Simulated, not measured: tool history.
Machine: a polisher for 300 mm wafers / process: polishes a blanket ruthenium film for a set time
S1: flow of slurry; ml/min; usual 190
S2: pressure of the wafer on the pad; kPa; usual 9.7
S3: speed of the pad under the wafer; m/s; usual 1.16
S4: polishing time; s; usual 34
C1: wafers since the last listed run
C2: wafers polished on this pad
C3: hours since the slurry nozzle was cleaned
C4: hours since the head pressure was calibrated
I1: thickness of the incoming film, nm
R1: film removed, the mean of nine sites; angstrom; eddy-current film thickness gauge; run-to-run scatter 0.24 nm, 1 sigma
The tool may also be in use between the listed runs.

{"run": 1, "hour": 0.0, "S1": 190, "S2": 9.7, "S3": 1.44, "S4": 34, "C1": 0, "C2": 382, "C3": 477.3, "C4": 1081.7, "I1": 409.3, "R1": 399}
{"run": 2, "hour": 6.5, "S1": 190, "S2": 9.7, "S3": 1.44, "S4": 34, "C1": 90, "C2": 473, "C3": 483.8, "C4": 1088.2, "I1": 406.9, "R1": 399}
{"hour": 15.9, "done": "worn pad replaced by a new one"}
{"run": 3, "hour": 24.2, "S1": 190, "S2": 9.7, "S3": 1.44, "S4": 34, "C1": 191, "C2": 115, "C3": 501.5, "C4": 1105.9, "I1": 406.5, "R1": 413}
{"run": 4, "hour": 41.6, "S1": 190, "S2": 9.7, "S3": 1.16, "S4": 34, "C1": 243, "C2": 359, "C3": 518.9, "C4": 1123.3, "I1": 410.0, "R1": 318}
{"run": 5, "hour": 59.4, "S1": 190, "S2": 9.7, "S3": 1.16, "S4": 34, "C1": 249, "C2": 608, "C3": 536.7, "C4": 1141.1, "I1": 415.0, "R1": 317}
{"hour": 64.8, "done": "worn pad replaced by a new one"}
{"run": 6, "hour": 72.9, "S1": 190, "S2": 9.7, "S3": 1.16, "S4": 34, "C1": 132, "C2": 112, "C3": 550.2, "C4": 1154.6, "I1": 412.2, "R1": 332}
{"run": 7, "hour": 85.8, "S1": 190, "S2": 9.7, "S3": 1.16, "S4": 34, "C1": 180, "C2": 293, "C3": 563.1, "C4": 1167.5, "I1": 405.0, "R1": 321}
{"run": 8, "hour": 96.2, "S1": 190, "S2": 9.7, "S3": 1.16, "S4": 34, "C1": 145, "C2": 438, "C3": 573.5, "C4": 1177.9, "I1": 406.4, "R1": 317}
{"hour": 101.6, "done": "worn pad replaced by a new one"}
{"run": 9, "hour": 109.3, "S1": 190, "S2": 9.7, "S3": 1.16, "S4": 29, "C1": 127, "C2": 107, "C3": 586.6, "C4": 1191.0, "I1": 409.6, "R1": 283}
{"run": 10, "hour": 125.2, "S1": 215, "S2": 9.7, "S3": 1.32, "S4": 44, "C1": 222, "C2": 329, "C3": 602.5, "C4": 1206.9, "I1": 411.1, "R1": 474}
{"hour": 128.1, "done": "slurry nozzle cleaned"}
{"run": 11, "hour": 133.1, "S1": 255, "S2": 9.7, "S3": 1.16, "S4": 34, "C1": 96, "C2": 426, "C3": 5.0, "C4": 1214.8, "I1": 409.4, "R1": 327}
{"hour": 142.4, "done": "head pressure recalibrated"}
{"hour": 148.0, "done": "worn pad replaced by a new one"}
{"run": 12, "hour": 148.5, "S1": 190, "S2": 12.4, "S3": 1.46, "S4": 44, "C1": 131, "C2": 7, "C3": 20.4, "C4": 6.1, "I1": 415.1, "R1": 692}
{"run": 13, "hour": 158.3, "S1": 190, "S2": 9.7, "S3": 1.16, "S4": 34, "C1": 137, "C2": 144, "C3": 30.2, "C4": 15.9, "I1": 412.6, "R1": 330}
{"run": 14, "hour": 176.0, "S1": 225, "S2": 8.3, "S3": 1.36, "S4": 34, "C1": 247, "C2": 392, "C3": 47.9, "C4": 33.6, "I1": 402.7, "R1": 331}
{"run": 15, "hour": 186.5, "S1": 190, "S2": 6.2, "S3": 0.86, "S4": 34, "C1": 146, "C2": 539, "C3": 58.4, "C4": 44.1, "I1": 411.6, "R1": 162}
{"hour": 191.1, "done": "worn pad replaced by a new one"}
{"run": 16, "hour": 195.9, "S1": 190, "S2": 10.3, "S3": 1.16, "S4": 34, "C1": 75, "C2": 67, "C3": 67.8, "C4": 53.5, "I1": 412.5, "R1": 355}
{"run": 17, "hour": 211.8, "S1": 190, "S2": 9.7, "S3": 1.16, "S4": 34, "C1": 222, "C2": 289, "C3": 83.7, "C4": 69.4, "I1": 408.8, "R1": 320}

Below are 5 alternative next runs, each starting from the tool's condition after run 17. Predict each:
{"run": "A", "hour": 212.2, "S1": 190, "S2": 9.7, "S3": 1.16, "S4": 27, "C1": 5, "C2": 295, "C3": 84.1, "C4": 69.8, "I1": 417.4, "R1": "?"}
{"run": "B", "hour": 212.2, "S1": 220, "S2": 10.3, "S3": 0.96, "S4": 40, "C1": 5, "C2": 295, "C3": 84.1, "C4": 69.8, "I1": 417.4, "R1": "?"}
{"run": "C", "hour": 212.2, "S1": 190, "S2": 13.1, "S3": 1.26, "S4": 25, "C1": 5, "C2": 295, "C3": 84.1, "C4": 69.8, "I1": 417.4, "R1": "?"}
{"run": "D", "hour": 212.2, "S1": 130, "S2": 13.1, "S3": 1.16, "S4": 34, "C1": 5, "C2": 295, "C3": 84.1, "C4": 69.8, "I1": 417.4, "R1": "?"}
{"run": "E", "hour": 212.2, "S1": 135, "S2": 9.7, "S3": 1.16, "S4": 34, "C1": 5, "C2": 295, "C3": 84.1, "C4": 69.8, "I1": 417.4, "R1": "?"}

run=A R1=252
run=B R1=332
run=C R1=331
run=D R1=401
run=E R1=308
Stripped of hidden state, with their random variation kept, the same runs would have yielded:
run=A R1=271
run=B R1=356
run=C R1=355
run=D R1=431
run=E R1=331
